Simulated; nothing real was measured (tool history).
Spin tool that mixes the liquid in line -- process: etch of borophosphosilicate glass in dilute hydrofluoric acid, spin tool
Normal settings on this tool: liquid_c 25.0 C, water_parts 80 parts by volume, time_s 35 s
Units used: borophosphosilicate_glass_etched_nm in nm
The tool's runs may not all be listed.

run   hour  liquid_c  water_parts  time_s  read-back film thickness of the borophosphosilicate glass reference wafer, read on the same gauge (nm)  borophosphosilicate_glass_etched_nm
  1    0.0      25.0           80      25                                                                                                   70.00                                 7.94
  2   11.8      25.0           80      35                                                                                                   69.99                                11.18
  3   18.5      25.0           95      35                                                                                                   70.00                                 9.23
  4   28.0      25.0           95      35                                                                                                   70.04                                 9.28
  5   42.7      25.0           80      35                                                                                                   69.98                                11.72
  6   58.6      25.0           80      35                                                                                                   69.99                                11.76
  7   71.9      25.0           80      35                                                                                                   70.03                                11.70
  8   89.2      29.5           80      40                                                                                                   70.01                                16.00
  9  124.3      22.5           80      35                                                                                                   70.00                                10.59
 10  137.8      26.5           80      35                                                                                                   70.01                                12.45
 11  149.7      23.5           70      35                                                                                                   70.03                                12.66
 12  164.7      25.0           80      35                                                                                                   69.97                                11.74
 13  178.1      25.0           80      35                                                                                                   70.03                                11.72
 14  194.0      22.5           80      40                                                                                                   69.98                                12.08
 15  207.0      25.0           80      35                                                                                                   69.96                                11.69
 16  223.1      25.0          120      35                                                                                                   69.99                                 7.38
 17  230.5      25.0           80      35                                                                                                   70.02                                11.67
 18  239.4      25.0           40      45                                                                                                   70.01                                31.62
 19  257.6      26.5          105      50                                                                                                   69.98                                13.11
 20  271.5      25.0           90      20                                                                                                   70.01                                 5.84
 21  289.0      22.0          110      20                                                                                                   70.01                                 4.15
 22  302.5      27.5           40      35                                                                                                   70.01                                27.13
 23  320.2      25.0           80      35                                                                                                   70.02                                11.60
 24  335.8      25.0           95      35                                                                                                   70.00                                 9.59
 25  352.9      25.0           45      45                                                                                                   70.00                                27.72
 26  359.8      27.0          115      25                                                                                                   69.99                                 5.96
 27  405.5      29.5           80      35                                                                                                   70.02                                13.83
 28  412.4      25.0           80      50                                                                                                   69.99                                16.56
 29  428.2      25.0           80      35                                                                                                   70.01                                11.57
 30  441.8      25.0           95      35                                                                                                   70.03                                 9.53
 31  454.7      25.0           80      35                                                                                                   70.00                                11.55

Withheld: 3 entries from between the runs. Position of each, and hidden state at the listed run before versus the listed run after:
Runs 4 to 5: thermometer replaced (hour 40.8)
  liquid colder than its thermometer reads (K): 1.41 -> 0.0901
  what was measured, less what the result would be without the hidden state, borophosphosilicate_glass_etched_nm: -0.54 -> -0.04 nm
Runs 6 to 7: hydrofluoric acid flow meter replaced (hour 67.2)
  liquid colder than its thermometer reads (K): 0.108 -> 0.122
  what was measured, less what the result would be without the hidden state, borophosphosilicate_glass_etched_nm: -0.05 -> -0.06 nm
Runs 10 to 11: gauge calibrated (hour 142.2)
  liquid colder than its thermometer reads (K): 0.196 -> 0.209
  what was measured, less what the result would be without the hidden state, borophosphosilicate_glass_etched_nm: -0.10 -> -0.11 nm

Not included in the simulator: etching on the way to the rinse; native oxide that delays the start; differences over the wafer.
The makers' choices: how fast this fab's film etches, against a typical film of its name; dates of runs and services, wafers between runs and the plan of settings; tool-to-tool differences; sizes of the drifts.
